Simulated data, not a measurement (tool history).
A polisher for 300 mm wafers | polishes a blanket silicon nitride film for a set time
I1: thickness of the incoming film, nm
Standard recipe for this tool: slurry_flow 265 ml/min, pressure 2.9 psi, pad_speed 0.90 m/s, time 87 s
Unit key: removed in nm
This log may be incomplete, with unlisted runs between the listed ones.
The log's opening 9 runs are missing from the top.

Run 10, hour 1142.5: usual settings; I1 676.3. Result: removed 121.5 nm.
Run 11, hour 1184.2: usual settings but slurry_flow 295 ml/min, time 71 s; I1 666.0. Result: removed 98.7 nm.
Run 12, hour 1271.8: usual settings but slurry_flow 295 ml/min, time 71 s; I1 668.8. Result: removed 97.1 nm.
Run 13, hour 1343.1: usual settings but slurry_flow 295 ml/min, time 71 s; I1 670.1. Result: removed 96.5 nm.
At hour 1386.1: slurry nozzle cleaned.
Run 14, hour 1392.2: usual settings but slurry_flow 190 ml/min; I1 668.0. Result: removed 115.9 nm.
Run 15, hour 1484.2: usual settings but slurry_flow 285 ml/min, pressure 2.5 psi; I1 675.2. Result: removed 107.8 nm.
Run 16, hour 1534.7: usual settings but slurry_flow 285 ml/min, pressure 2.5 psi; I1 674.7. Result: removed 106.6 nm.
At hour 1545.3: head pressure recalibrated.
At hour 1570.2: worn pad replaced by a new one.
Run 17, hour 1575.1: usual settings; I1 675.9. Result: removed 122.0 nm.
Run 18, hour 1616.3: usual settings but slurry_flow 315 ml/min, pressure 3.5 psi, time 106 s; I1 678.6. Result: removed 177.3 nm.
Run 19, hour 1700.4: usual settings but slurry_flow 205 ml/min, pressure 2.5 psi; I1 659.1. Result: removed 102.8 nm.
Run 20, hour 1800.8: usual settings but slurry_flow 325 ml/min, pressure 2.0 psi, pad_speed 0.72 m/s, time 107 s; I1 679.0. Result: removed 95.4 nm.
Run 21, hour 1881.5: usual settings but slurry_flow 195 ml/min, pressure 2.6 psi, pad_speed 0.80 m/s, time 97 s; I1 671.4. Result: removed 108.4 nm.
Run 22, hour 1978.4: usual settings; I1 677.7. Result: removed 117.2 nm.
Run 23, hour 2080.8: usual settings but slurry_flow 340 ml/min, pad_speed 0.68 m/s; I1 672.3. Result: removed 101.5 nm.
Run 24, hour 2122.3: usual settings but slurry_flow 295 ml/min; I1 663.9. Result: removed 116.0 nm.
At hour 2159.3: worn pad replaced by a new one.
At hour 2198.6: slurry nozzle cleaned.
Run 25, hour 2208.1: usual settings but time 106 s; I1 658.0. Result: removed 149.6 nm.
At hour 2241.0: head pressure recalibrated.
Run 26, hour 2296.6: usual settings but pressure 2.4 psi; I1 672.3. Result: removed 104.2 nm.
Run 27, hour 2385.1: usual settings; I1 671.3. Result: removed 122.8 nm.
Run 28, hour 2421.5: usual settings but pad_speed 0.68 m/s; I1 663.4. Result: removed 101.6 nm.
Run 29, hour 2491.2: usual settings; I1 664.8. Result: removed 122.8 nm.
Run 30, hour 2564.0: usual settings but slurry_flow 295 ml/min, pad_speed 1.00 m/s; I1 673.7. Result: removed 135.9 nm.
Run 31, hour 2620.1: usual settings but slurry_flow 300 ml/min, pressure 2.0 psi, time 95 s; I1 669.3. Result: removed 97.6 nm.
At hour 2664.3: worn pad replaced by a new one.
Run 32, hour 2722.2: usual settings but time 76 s; I1 665.2. Result: removed 107.1 nm.
Run 33, hour 2772.0: usual settings; I1 673.0. Result: removed 120.2 nm.

3 options for the next run, each taken on its own from the tool as it stands now. Forecast them:
Run A, hour 2772.5: usual settings; I1 664.6. Result: removed ?.
Run B, hour 2772.5: usual settings but slurry_flow 355 ml/min, pad_speed 1.06 m/s, time 105 s; I1 664.6. Result: removed ?.
Run C, hour 2772.5: usual settings but slurry_flow 335 ml/min, pressure 3.7 psi, pad_speed 0.72 m/s; I1 664.6. Result: removed ?.

run  removed
  A    122.8
  B    171.6
  C    136.1
What these runs would have given with no unlogged condition in the tool:
run  removed
  A    126.0
  B    174.8
  C    138.8
